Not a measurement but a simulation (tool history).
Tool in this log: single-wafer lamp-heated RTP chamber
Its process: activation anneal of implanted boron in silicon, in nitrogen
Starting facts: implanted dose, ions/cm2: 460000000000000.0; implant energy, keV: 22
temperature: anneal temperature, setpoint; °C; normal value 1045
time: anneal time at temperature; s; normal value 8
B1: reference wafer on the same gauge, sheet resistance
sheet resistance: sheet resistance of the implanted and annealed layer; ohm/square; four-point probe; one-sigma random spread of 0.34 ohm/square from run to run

{"run": 1, "hour": 0.0, "temperature": 1045, "time": 8, "B1": 252.97, "sheet resistance": 228.85}
{"hour": 13.6, "done": "pyrometer window cleaned and pyrometer calibrated"}
{"run": 2, "hour": 39.6, "temperature": 1045, "time": 8, "B1": 252.25, "sheet resistance": 228.32}
{"run": 3, "hour": 59.4, "temperature": 1045, "time": 8, "B1": 252.0, "sheet resistance": 227.53}
{"run": 4, "hour": 85.1, "temperature": 1045, "time": 6, "B1": 251.63, "sheet resistance": 228.08}
{"run": 5, "hour": 120.2, "temperature": 1045, "time": 6, "B1": 251.36, "sheet resistance": 228.15}
{"run": 6, "hour": 147.8, "temperature": 1045, "time": 4, "B1": 251.06, "sheet resistance": 228.49}
{"run": 7, "hour": 169.2, "temperature": 1045, "time": 4, "B1": 250.96, "sheet resistance": 228.47}
{"run": 8, "hour": 201.0, "temperature": 1065, "time": 8, "B1": 250.67, "sheet resistance": 225.82}
{"run": 9, "hour": 232.3, "temperature": 1065, "time": 8, "B1": 250.52, "sheet resistance": 224.72}
{"run": 10, "hour": 260.9, "temperature": 1045, "time": 8, "B1": 250.46, "sheet resistance": 226.12}
{"run": 11, "hour": 293.7, "temperature": 1045, "time": 8, "B1": 250.13, "sheet resistance": 226.49}
{"run": 12, "hour": 324.9, "temperature": 1045, "time": 7, "B1": 250.24, "sheet resistance": 226.15}
{"run": 13, "hour": 381.6, "temperature": 1045, "time": 7, "B1": 249.86, "sheet resistance": 226.1}
{"hour": 399.1, "done": "pyrometer window cleaned and pyrometer calibrated"}
{"run": 14, "hour": 399.6, "temperature": 1045, "time": 10, "B1": 249.87, "sheet resistance": 226.01}
{"run": 15, "hour": 417.5, "temperature": 1045, "time": 8, "B1": 250.0, "sheet resistance": 226.47}
{"hour": 422.7, "done": "gauge calibrated"}
{"run": 16, "hour": 447.8, "temperature": 1035, "time": 4, "B1": 254.15, "sheet resistance": 232.4}
{"run": 17, "hour": 463.7, "temperature": 1045, "time": 12, "B1": 253.83, "sheet resistance": 228.52}
{"run": 18, "hour": 494.4, "temperature": 1069, "time": 10, "B1": 253.2, "sheet resistance": 227.56}
{"hour": 503.4, "done": "reflector plate cleaned"}
{"run": 19, "hour": 515.1, "temperature": 1045, "time": 5, "B1": 253.0, "sheet resistance": 229.99}
{"run": 20, "hour": 529.9, "temperature": 1045, "time": 8, "B1": 252.8, "sheet resistance": 229.21}
{"run": 21, "hour": 541.9, "temperature": 1036, "time": 8, "B1": 252.68, "sheet resistance": 229.69}
{"run": 22, "hour": 572.1, "temperature": 1063, "time": 8, "B1": 252.36, "sheet resistance": 226.89}
{"run": 23, "hour": 602.5, "temperature": 1045, "time": 8, "B1": 252.05, "sheet resistance": 228.01}
{"run": 24, "hour": 632.8, "temperature": 1045, "time": 11, "B1": 251.8, "sheet resistance": 228.02}
{"run": 25, "hour": 660.8, "temperature": 1045, "time": 8, "B1": 251.64, "sheet resistance": 227.73}
{"run": 26, "hour": 681.6, "temperature": 1056, "time": 4, "B1": 251.43, "sheet resistance": 227.7}
{"run": 27, "hour": 695.0, "temperature": 1045, "time": 8, "B1": 251.4, "sheet resistance": 227.23}

What if the next run were any one of these 4? Each begins from the tool's condition after run 27:
{"run": "A", "hour": 695.4, "temperature": 1045, "time": 8, "B1": "?", "sheet resistance": "?"}
{"run": "B", "hour": 695.4, "temperature": 1031, "time": 8, "B1": "?", "sheet resistance": "?"}
{"run": "C", "hour": 695.4, "temperature": 1018, "time": 6, "B1": "?", "sheet resistance": "?"}
{"run": "D", "hour": 695.4, "temperature": 1058, "time": 8, "B1": "?", "sheet resistance": "?"}

run=A B1=251.37 sheet_resistance=227.65
run=B B1=251.37 sheet_resistance=229.00
run=C B1=251.37 sheet_resistance=231.79
run=D B1=251.37 sheet_resistance=226.79
The same runs, with their run-to-run variation unchanged, on a tool lacking any hidden condition would have given:
run=A sheet_resistance=230.02
run=B sheet_resistance=231.39
run=C sheet_resistance=234.21
run=D sheet_resistance=229.15
